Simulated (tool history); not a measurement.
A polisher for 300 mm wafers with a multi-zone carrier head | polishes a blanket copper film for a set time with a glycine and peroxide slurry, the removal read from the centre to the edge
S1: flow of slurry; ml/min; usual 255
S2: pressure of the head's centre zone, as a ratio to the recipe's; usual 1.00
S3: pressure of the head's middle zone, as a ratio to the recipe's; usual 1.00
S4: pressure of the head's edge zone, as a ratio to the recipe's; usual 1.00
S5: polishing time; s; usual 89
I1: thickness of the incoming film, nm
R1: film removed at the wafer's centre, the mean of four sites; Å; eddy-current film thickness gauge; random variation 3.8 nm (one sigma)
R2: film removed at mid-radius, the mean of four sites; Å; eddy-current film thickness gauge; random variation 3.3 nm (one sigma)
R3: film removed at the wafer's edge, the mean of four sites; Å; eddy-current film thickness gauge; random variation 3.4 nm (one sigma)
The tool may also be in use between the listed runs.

run    hour   S1    S2    S3    S4   S5      I1    R1    R2    R3
  1     0.0  255  1.00  1.00  1.00   89  2393.0  4507  4107  4141
  2    38.2  255  1.00  1.00  1.00   89  2371.0  4513  4092  4160
  3    76.1  200  1.00  1.00  1.05   89  2316.1  4360  3984  4145
      116.2  -- centre zone pressure recalibrated
      121.6  -- worn pad replaced by a new one
  4   154.7  255  1.00  1.00  1.00   71  2389.3  3220  3274  3350
  5   257.5  255  1.00  1.00  1.00   71  2378.3  3268  3225  3257
      278.1  -- carrier head's membrane replaced by a new one
  6   344.7  255  1.00  1.00  1.00   71  2343.8  3232  3161  3230
  7   384.9  255  1.00  1.00  1.00   89  2362.4  4055  3899  3940
      417.1  -- edge zone pressure recalibrated
      449.4  -- slurry nozzle cleaned
      482.9  -- worn pad replaced by a new one
  8   483.4  255  1.00  1.00  1.00   89  2348.0  4371  4149  4136
  9   553.2  255  1.10  1.12  1.00  108  2380.7  5902  5491  5110
 10   620.7  340  1.03  1.00  1.00   89  2350.0  4687  4302  4280
 11   657.6  255  1.09  1.00  0.89   89  2391.7  4837  4092  3976
 12   759.8  255  1.00  1.00  1.00   89  2400.8  4390  4012  4147
 13   819.2  340  1.00  1.00  0.95  111  2350.5  5601  5240  5100
 14   883.2  255  1.00  1.00  1.00   71  2359.1  3349  3119  3212
      905.6  -- worn pad replaced by a new one
 15   942.5  320  1.07  0.89  0.90   89  2365.1  4534  3628  3811
      962.7  -- slurry nozzle cleaned
      963.1  -- centre zone pressure recalibrated
 16  1015.4  255  0.90  1.00  1.00   89  2370.0  3781  4165  4195
     1061.4  -- carrier head's membrane replaced by a new one
 17  1101.6  255  1.00  1.00  1.00  109  2393.6  5219  5034  5149
 18  1176.4  255  1.00  1.00  1.08   89  2362.0  4255  4099  4312
     1233.5  -- edge zone pressure recalibrated
 19  1267.5  255  1.00  1.00  1.00   89  2325.6  4307  4111  4120
 20  1305.1  255  1.00  1.00  1.00   89  2351.1  4302  4049  4025
     1322.3  -- worn pad replaced by a new one
 21  1370.4  280  1.00  1.11  1.00  100  2310.1  4850  4941  4545
 22  1419.6  290  1.00  1.00  1.00   89  2317.7  4313  3968  4086

Hidden state or all else? Some run-to-run changes of R1, split into what the settings, what came in and random variation would give without the hidden state, and what is left for the hidden state (with any gauge scatter that isn't in both results):
The hidden state here: removal rate lost through wear of the pad, %; slurry flow missing at the pad, %; deviation of the centre zone's pressure from its setpoint, %; deviation of the edge zone's pressure from its setpoint, %.
Run 3 -> 4: S1 200 -> 255, S4 1.05 -> 1.00, S5 89 -> 71, centre zone pressure recalibrated, worn pad replaced by a new one. R1 -1140 Å: hidden state -358, all else -782.
Run 7 -> 8: edge zone pressure recalibrated, slurry nozzle cleaned, worn pad replaced by a new one. R1 +316 Å: hidden state +356, all else -40.
Run 8 -> 9: S2 1.00 -> 1.10, S3 1.00 -> 1.12, S5 89 -> 108. R1 +1531 Å: hidden state +108, all else +1423.
Run 13 -> 14: S1 340 -> 255, S4 0.95 -> 1.00, S5 111 -> 71. R1 -2252 Å: hidden state -205, all else -2047.
